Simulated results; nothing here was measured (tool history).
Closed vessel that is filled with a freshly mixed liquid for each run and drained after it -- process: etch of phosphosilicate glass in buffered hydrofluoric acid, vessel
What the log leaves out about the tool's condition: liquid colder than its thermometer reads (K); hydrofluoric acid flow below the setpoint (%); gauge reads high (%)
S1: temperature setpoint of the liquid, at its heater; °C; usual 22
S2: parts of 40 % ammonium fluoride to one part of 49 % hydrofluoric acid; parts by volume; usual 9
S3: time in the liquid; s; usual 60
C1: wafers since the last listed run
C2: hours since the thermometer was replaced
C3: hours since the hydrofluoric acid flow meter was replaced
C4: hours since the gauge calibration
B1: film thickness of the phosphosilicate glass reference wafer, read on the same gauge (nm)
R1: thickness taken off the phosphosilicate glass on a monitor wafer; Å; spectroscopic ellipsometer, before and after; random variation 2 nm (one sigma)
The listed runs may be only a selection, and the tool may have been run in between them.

run 1 hour=0 | S1=22 S2=9 S3=60 | C1=0 C2=1276.9 C3=940.7 C4=462.2 | B1=89.99 | R1=1906.2
run 2 hour=93.1 | S1=22 S2=9 S3=60 | C1=7545 C2=1370 C3=1033.8 C4=555.3 | B1=89.97 | R1=1870.4
run 3 hour=134.8 | S1=22 S2=9 S3=60 | C1=3379 C2=1411.7 C3=1075.5 C4=597 | B1=90.03 | R1=1825.4
run 4 hour=198.8 | S1=22 S2=9 S3=75 | C1=5186 C2=1475.7 C3=1139.5 C4=661 | B1=90.05 | R1=2326.7
run 5 hour=246.6 | S1=22 S2=9 S3=85 | C1=3873 C2=1523.5 C3=1187.3 C4=708.8 | B1=90.03 | R1=2630.5
run 6 hour=307.3 | S1=22 S2=9 S3=85 | C1=4919 C2=1584.2 C3=1248 C4=769.5 | B1=89.97 | R1=2584.2
run 7 hour=397.6 | S1=22 S2=9 S3=85 | C1=7318 C2=1674.5 C3=1338.3 C4=859.8 | B1=90.01 | R1=2571.3
run 8 hour=605 | S1=22 S2=6.5 S3=85 | C1=16808 C2=1881.9 C3=1545.7 C4=1067.2 | B1=89.97 | R1=3629.9
run 9 hour=673.7 | S1=22 S2=6.5 S3=85 | C1=5567 C2=1950.6 C3=1614.4 C4=1135.9 | B1=89.99 | R1=3555.6
run 10 hour=770.8 | S1=25.5 S2=9 S3=60 | C1=7869 C2=2047.7 C3=1711.5 C4=1233 | B1=90.06 | R1=2197.4
run 11 hour=840.3 | S1=25.5 S2=9 S3=60 | C1=5632 C2=2117.2 C3=1781 C4=1302.5 | B1=89.96 | R1=2200.3
run 12 hour=891 | S1=25.5 S2=9 S3=60 | C1=4108 C2=2167.9 C3=1831.7 C4=1353.2 | B1=90.02 | R1=2195.5
-- hour=973.7 gauge calibrated
run 13 hour=990.1 | S1=22 S2=6.5 S3=75 | C1=8031 C2=2267 C3=1930.8 C4=16.4 | B1=90.04 | R1=3180.7
-- hour=1051.9 thermometer replaced
run 14 hour=1068.2 | S1=22 S2=6.5 S3=75 | C1=6248 C2=16.3 C3=2008.9 C4=94.5 | B1=90.03 | R1=3475.7
run 15 hour=1141.6 | S1=22 S2=9 S3=85 | C1=5948 C2=89.7 C3=2082.3 C4=167.9 | B1=89.98 | R1=2850.2
run 16 hour=1238.5 | S1=20.5 S2=10 S3=30 | C1=7853 C2=186.6 C3=2179.2 C4=264.8 | B1=89.98 | R1=846.3
run 17 hour=1318.2 | S1=22 S2=9 S3=60 | C1=6459 C2=266.3 C3=2258.9 C4=344.5 | B1=90.04 | R1=1974.2
run 18 hour=1386.9 | S1=24.5 S2=7 S3=75 | C1=5567 C2=335 C3=2327.6 C4=413.2 | B1=90.03 | R1=3617.6
-- hour=1424.4 hydrofluoric acid flow meter replaced
run 19 hour=1443.1 | S1=18 S2=7 S3=75 | C1=4473 C2=391.2 C3=18.7 C4=469.4 | B1=90.05 | R1=2603.8
run 20 hour=1485.2 | S1=22 S2=9 S3=40 | C1=3411 C2=433.3 C3=60.8 C4=511.5 | B1=90 | R1=1294.7
run 21 hour=1575.4 | S1=22 S2=8 S3=60 | C1=7310 C2=523.5 C3=151 C4=601.7 | B1=90.02 | R1=2188.7
run 22 hour=1675.9 | S1=22 S2=9 S3=60 | C1=8144 C2=624 C3=251.5 C4=702.2 | B1=89.99 | R1=1965.6
run 23 hour=1782 | S1=24 S2=11 S3=75 | C1=8598 C2=730.1 C3=357.6 C4=808.3 | B1=90 | R1=2291.2
run 24 hour=1854.7 | S1=18 S2=6.5 S3=90 | C1=5891 C2=802.8 C3=430.3 C4=881 | B1=90.02 | R1=3242.3
run 25 hour=1938.1 | S1=26 S2=6.5 S3=60 | C1=6759 C2=886.2 C3=513.7 C4=964.4 | B1=89.99 | R1=3313.5
run 26 hour=2017.8 | S1=19 S2=9 S3=60 | C1=6459 C2=965.9 C3=593.4 C4=1044.1 | B1=90.05 | R1=1612.7
run 27 hour=2057.6 | S1=22 S2=9 S3=60 | C1=3225 C2=1005.7 C3=633.2 C4=1083.9 | B1=90.05 | R1=1862.7
run 28 hour=2158.6 | S1=26 S2=9 S3=60 | C1=8185 C2=1106.7 C3=734.2 C4=1184.9 | B1=89.98 | R1=2367.6
run 29 hour=2230 | S1=20.5 S2=9 S3=45 | C1=5786 C2=1178.1 C3=805.6 C4=1256.3 | B1=89.96 | R1=1304.2

3 options for the next run, each taken on its own from the tool as it stands now. Forecast them:
run A hour=2230.7 | S1=22 S2=9 S3=60 | C1=56 C2=1178.8 C3=806.3 C4=1257 | B1=? | R1=?
run B hour=2230.7 | S1=22 S2=6 S3=35 | C1=56 C2=1178.8 C3=806.3 C4=1257 | B1=? | R1=?
run C hour=2230.7 | S1=27 S2=10.5 S3=85 | C1=56 C2=1178.8 C3=806.3 C4=1257 | B1=? | R1=?

run=A B1=89.98 R1=1885.1
run=B B1=89.98 R1=1650.1
run=C B1=89.98 R1=3134.7
With no hidden state in the tool, these same runs would have given:
run=A R1=2023.8
run=B R1=1771.3
run=C R1=3357.7

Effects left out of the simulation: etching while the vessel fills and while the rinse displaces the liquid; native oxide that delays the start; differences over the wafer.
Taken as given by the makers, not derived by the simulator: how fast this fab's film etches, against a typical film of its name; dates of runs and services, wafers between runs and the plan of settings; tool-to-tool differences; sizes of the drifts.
